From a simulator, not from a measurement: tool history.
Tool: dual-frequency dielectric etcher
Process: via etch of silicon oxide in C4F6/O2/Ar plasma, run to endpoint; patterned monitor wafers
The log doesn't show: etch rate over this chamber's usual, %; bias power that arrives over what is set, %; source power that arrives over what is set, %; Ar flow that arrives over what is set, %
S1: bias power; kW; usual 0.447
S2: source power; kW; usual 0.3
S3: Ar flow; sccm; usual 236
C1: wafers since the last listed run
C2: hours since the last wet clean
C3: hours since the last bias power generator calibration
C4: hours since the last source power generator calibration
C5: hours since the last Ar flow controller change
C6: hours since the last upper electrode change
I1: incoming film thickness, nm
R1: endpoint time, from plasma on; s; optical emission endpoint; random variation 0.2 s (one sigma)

Run 1, hour 0: usual settings but S3 281 sccm; C1 0; C2 224.4; C3 974.2; C4 2300.9; C5 3963.6; C6 4901.6; I1 110. Result: R1 25.3 s.
Run 2, hour 48.9: usual settings; C1 895; C2 273.3; C3 1023.1; C4 2349.8; C5 4012.5; C6 4950.5; I1 110.4. Result: R1 24.5 s.
Run 3, hour 117.5: usual settings; C1 1256; C2 341.9; C3 1091.7; C4 2418.4; C5 4081.1; C6 5019.1; I1 110. Result: R1 23.9 s.
Run 4, hour 169.5: usual settings; C1 952; C2 393.9; C3 1143.7; C4 2470.4; C5 4133.1; C6 5071.1; I1 109.9. Result: R1 23.9 s.
Run 5, hour 207.7: usual settings; C1 699; C2 432.1; C3 1181.9; C4 2508.6; C5 4171.3; C6 5109.3; I1 111.1. Result: R1 24.1 s.
At hour 233.6: wet clean of the chamber.
Run 6, hour 261.8: usual settings but S3 278 sccm; C1 551; C2 28.2; C3 1236; C4 2562.7; C5 4225.4; C6 5163.4; I1 110.9. Result: R1 25.8 s.
Run 7, hour 290.4: usual settings; C1 523; C2 56.8; C3 1264.6; C4 2591.3; C5 4254; C6 5192; I1 109.7. Result: R1 24.6 s.
Run 8, hour 349.4: usual settings; C1 1080; C2 115.8; C3 1323.6; C4 2650.3; C5 4313; C6 5251; I1 109.5. Result: R1 24.8 s.
Run 9, hour 400.3: usual settings; C1 931; C2 166.7; C3 1374.5; C4 2701.2; C5 4363.9; C6 5301.9; I1 108.1. Result: R1 24.3 s.
At hour 440.2: upper electrode replaced.
Run 10, hour 461: usual settings; C1 671; C2 227.4; C3 1435.2; C4 2761.9; C5 4424.6; C6 20.8; I1 108.6. Result: R1 24.2 s.
Run 11, hour 528: usual settings; C1 1226; C2 294.4; C3 1502.2; C4 2828.9; C5 4491.6; C6 87.8; I1 109.5. Result: R1 24.3 s.
At hour 585.3: wet clean of the chamber.
Run 12, hour 585.8: usual settings; C1 618; C2 0.5; C3 1560; C4 2886.7; C5 4549.4; C6 145.6; I1 109.9. Result: R1 25.5 s.
Run 13, hour 634.1: usual settings; C1 884; C2 48.8; C3 1608.3; C4 2935; C5 4597.7; C6 193.9; I1 109.3. Result: R1 25 s.
Run 14, hour 704.4: usual settings but S1 0.501 kW, S2 0.23 kW, S3 293 sccm; C1 1287; C2 119.1; C3 1678.6; C4 3005.3; C5 4668; C6 264.2; I1 110.5. Result: R1 27.4 s.
Run 15, hour 739.7: usual settings; C1 646; C2 154.4; C3 1713.9; C4 3040.6; C5 4703.3; C6 299.5; I1 110.3. Result: R1 24.8 s.
Run 16, hour 764.8: usual settings but S1 0.547 kW; C1 459; C2 179.5; C3 1739; C4 3065.7; C5 4728.4; C6 324.6; I1 109.5. Result: R1 22.6 s.
At hour 778.2: Ar flow controller replaced.
Run 17, hour 801.8: usual settings; C1 567; C2 216.5; C3 1776; C4 3102.7; C5 23.6; C6 361.6; I1 108.7. Result: R1 24.4 s.
Run 18, hour 835.6: usual settings but S1 0.385 kW, S2 0.33 kW; C1 618; C2 250.3; C3 1809.8; C4 3136.5; C5 57.4; C6 395.4; I1 110.4. Result: R1 25.3 s.
At hour 911.9: bias power generator calibrated.
Run 19, hour 980.9: usual settings; C1 2587; C2 395.6; C3 69; C4 3281.8; C5 202.7; C6 540.7; I1 111.3. Result: R1 24.4 s.
At hour 1019.6: source power generator calibrated.
At hour 1024.8: wet clean of the chamber.
Run 20, hour 1030.8: usual settings but S1 0.417 kW, S2 0.24 kW, S3 270 sccm; C1 745; C2 6; C3 118.9; C4 11.2; C5 252.6; C6 590.6; I1 109.8. Result: R1 29.6 s.
Run 21, hour 1094.1: usual settings but S2 0.37 kW, S3 258 sccm; C1 1159; C2 69.3; C3 182.2; C4 74.5; C5 315.9; C6 653.9; I1 110.3. Result: R1 23 s.
Run 22, hour 1135: usual settings but S2 0.35 kW; C1 748; C2 110.2; C3 223.1; C4 115.4; C5 356.8; C6 694.8; I1 108.5. Result: R1 22.7 s.
Run 23, hour 1172.3: usual settings but S1 0.37 kW, S2 0.25 kW, S3 279 sccm; C1 682; C2 147.5; C3 260.4; C4 152.7; C5 394.1; C6 732.1; I1 109.6. Result: R1 30 s.
Run 24, hour 1231.5: usual settings but S1 0.501 kW, S2 0.22 kW, S3 266 sccm; C1 1083; C2 206.7; C3 319.6; C4 211.9; C5 453.3; C6 791.3; I1 111.6. Result: R1 27.6 s.
Run 25, hour 1275.6: usual settings; C1 807; C2 250.8; C3 363.7; C4 256; C5 497.4; C6 835.4; I1 109.3. Result: R1 24.3 s.
Run 26, hour 1341.4: usual settings but S1 0.346 kW, S2 0.37 kW; C1 1204; C2 316.6; C3 429.5; C4 321.8; C5 563.2; C6 901.2; I1 110.2. Result: R1 24.6 s.

5 ways to go on from here, each from the tool as it stands after run 26. What would each give?
Run A, hour 1341.8: usual settings; C1 7; C2 317; C3 429.9; C4 322.2; C5 563.6; C6 901.6; I1 110.8. Result: R1 ?.
Run B, hour 1341.8: usual settings but S1 0.54 kW, S2 0.32 kW, S3 221 sccm; C1 7; C2 317; C3 429.9; C4 322.2; C5 563.6; C6 901.6; I1 110.8. Result: R1 ?.
Run C, hour 1341.8: usual settings but S2 0.36 kW, S3 263 sccm; C1 7; C2 317; C3 429.9; C4 322.2; C5 563.6; C6 901.6; I1 110.8. Result: R1 ?.
Run D, hour 1341.8: usual settings but S1 0.347 kW, S2 0.35 kW, S3 198 sccm; C1 7; C2 317; C3 429.9; C4 322.2; C5 563.6; C6 901.6; I1 110.8. Result: R1 ?.
Run E, hour 1341.8: usual settings but S1 0.527 kW, S2 0.36 kW; C1 7; C2 317; C3 429.9; C4 322.2; C5 563.6; C6 901.6; I1 110.8. Result: R1 ?.

run    R1
  A  24.5
  B  21.8
  C  22.9
  D  24.8
  E  21.1
Without the tool's hidden state the same runs would have given:
run    R1
  A  25.6
  B  22.8
  C    24
  D  25.9
  E  22.1
